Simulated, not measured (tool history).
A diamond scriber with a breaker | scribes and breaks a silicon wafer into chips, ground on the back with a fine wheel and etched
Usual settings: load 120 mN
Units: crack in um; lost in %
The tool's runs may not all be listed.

run,hour,load,"incoming depth of the damage left on the back of the incoming wafer, um",crack,lost
1,0,131,0.69,6.65,2.89
2,9.4,131,0.72,6.69,2.54
3,20.7,120,0.57,6.1,6.09
4,32.9,120,0.44,6.19,5.89
5,39,120,0.6,6.28,5.66
6,48.8,120,0.41,6.13,6.16
7,64.6,120,0.71,6.16,6.09
8,80.4,120,0.69,6.11,6.68
# hour 110.8: load on the tip recalibrated
9,133.3,97,0.75,5.64,12.38
10,144.3,140,0.66,8.37,4.74
11,157.8,120,0.33,7.06,2.07
# hour 182.4: diamond tip replaced by a new one
12,198.8,86,0.46,4.51,33.69
13,213.2,150,0.52,8.2,5.72
14,230.5,120,0.71,6.49,3.2
15,283.2,105,0.54,5.46,14.34

Run 16 comes next. What will it give?
16,300.7,138,0.59,?,?

Run 16 gave crack 7.22 um, lost 2.11 %.
Without the tool's hidden state the same run would have given crack 8.15 um, lost 5.75 %.

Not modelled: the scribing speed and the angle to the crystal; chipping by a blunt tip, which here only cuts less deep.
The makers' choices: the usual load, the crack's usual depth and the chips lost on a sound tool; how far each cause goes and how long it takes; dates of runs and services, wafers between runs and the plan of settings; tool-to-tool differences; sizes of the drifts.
